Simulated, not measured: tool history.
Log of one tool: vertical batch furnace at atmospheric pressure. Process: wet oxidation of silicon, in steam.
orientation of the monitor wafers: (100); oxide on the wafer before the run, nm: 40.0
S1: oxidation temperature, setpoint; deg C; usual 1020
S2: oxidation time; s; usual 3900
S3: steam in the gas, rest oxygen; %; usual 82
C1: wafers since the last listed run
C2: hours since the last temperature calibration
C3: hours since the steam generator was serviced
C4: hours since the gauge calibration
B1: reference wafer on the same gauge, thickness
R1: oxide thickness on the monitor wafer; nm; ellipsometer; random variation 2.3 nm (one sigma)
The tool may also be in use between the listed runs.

run     day    S1    S2  S3    C1      C2      C3      C4      B1      R1
  1       0  1020  3900  82     0    1598  2532.2   532.1  514.17  479.87
  2   2.112  1020  3090  82   978  1648.7  2582.9   582.8  514.13  413.51
  3   4.942  1020  2670  82  1309  1716.6  2650.8   650.7  513.87  374.11
  4   8.325  1020  2670  82  1566  1797.8    2732   731.9   514.3  375.68
  5  19.854  1020  2670  82  5338  2074.5  3008.7  1008.6     514  373.32
  6  22.442  1010  3900  82  1198  2136.6  3070.8  1070.7  513.84  443.53
  7  24.408  1010  3900  82   910  2183.8    3118  1117.9  514.43  441.18
  8  26.567  1010  3900  82   999  2235.6  3169.8  1169.7  513.99   443.9
  9  30.725  1020  3900  89  1925  2335.4  3269.6  1269.5  513.41  493.19
 10  33.817  1020  3900  89  1431  2409.6  3343.8  1343.7  514.14  500.08
 11  43.121  1020  3900  82  4308  2632.9  3567.1    1567  514.09  462.41
 12  45.812  1020  3900  82  1246  2697.5  3631.7  1631.6  514.19   466.9
 13  48.633  1012  5370  82  1306  2765.2  3699.4  1699.3  513.98   540.7
     50.346  -- gauge calibrated
 14  51.358  1020  3900  76  1261  2830.6  3764.8    24.3  513.86  441.71
 15   60.55  1020  5550  82  4255  3051.2  3985.4   244.9  514.19  578.15
 16  62.871  1020  3900  82  1074  3106.9  4041.1   300.6  513.38  458.48
     68.133  -- thermocouples replaced and temperature profile calibrated
     68.312  -- steam generator serviced
 17  68.333  1020  3900  76  1982     4.8     0.5   431.7  513.38  469.32
 18  72.296  1032  3900  82  1834    99.9    95.6   526.8  514.03  520.76
 19  76.442  1027  3900  82  1919   199.4   195.1   626.3  513.98   510.3
 20  80.896  1036  3900  82  2062   306.3     302   733.2  514.25  536.24
 21  82.496  1042  5610  82   740   344.7   340.4   771.6   514.6  689.51
 22  85.762  1020  3900  74  1512   423.1   418.8     850  514.55  463.34
 23  90.204  1020  3900  93  2056   529.7   525.4   956.6  513.83  534.67
 24  94.175  1012  5370  82  1838     625   620.7  1051.9  514.07  569.02

Forecast each of these 5 alternatives for the next run:
  A  94.354  1020  3900  82  82  629.3  625  1056.2   ?   ?
  B  94.354   996  5730  70  82  629.3  625  1056.2   ?   ?
  C  94.354  1027  4650  92  82  629.3  625  1056.2   ?   ?
  D  94.354  1002  4740  87  82  629.3  625  1056.2   ?   ?
  E  94.354  1020  3330  79  82  629.3  625  1056.2   ?   ?

run      B1      R1
  A  514.14  493.77
  B  514.14  490.27
  C  514.14  613.96
  D  514.14  518.69
  E  514.14  437.05
Without the tool's hidden state the same runs would have given:
run      R1
  A   495.8
  B  492.34
  C   616.4
  D  520.86
  E  438.86
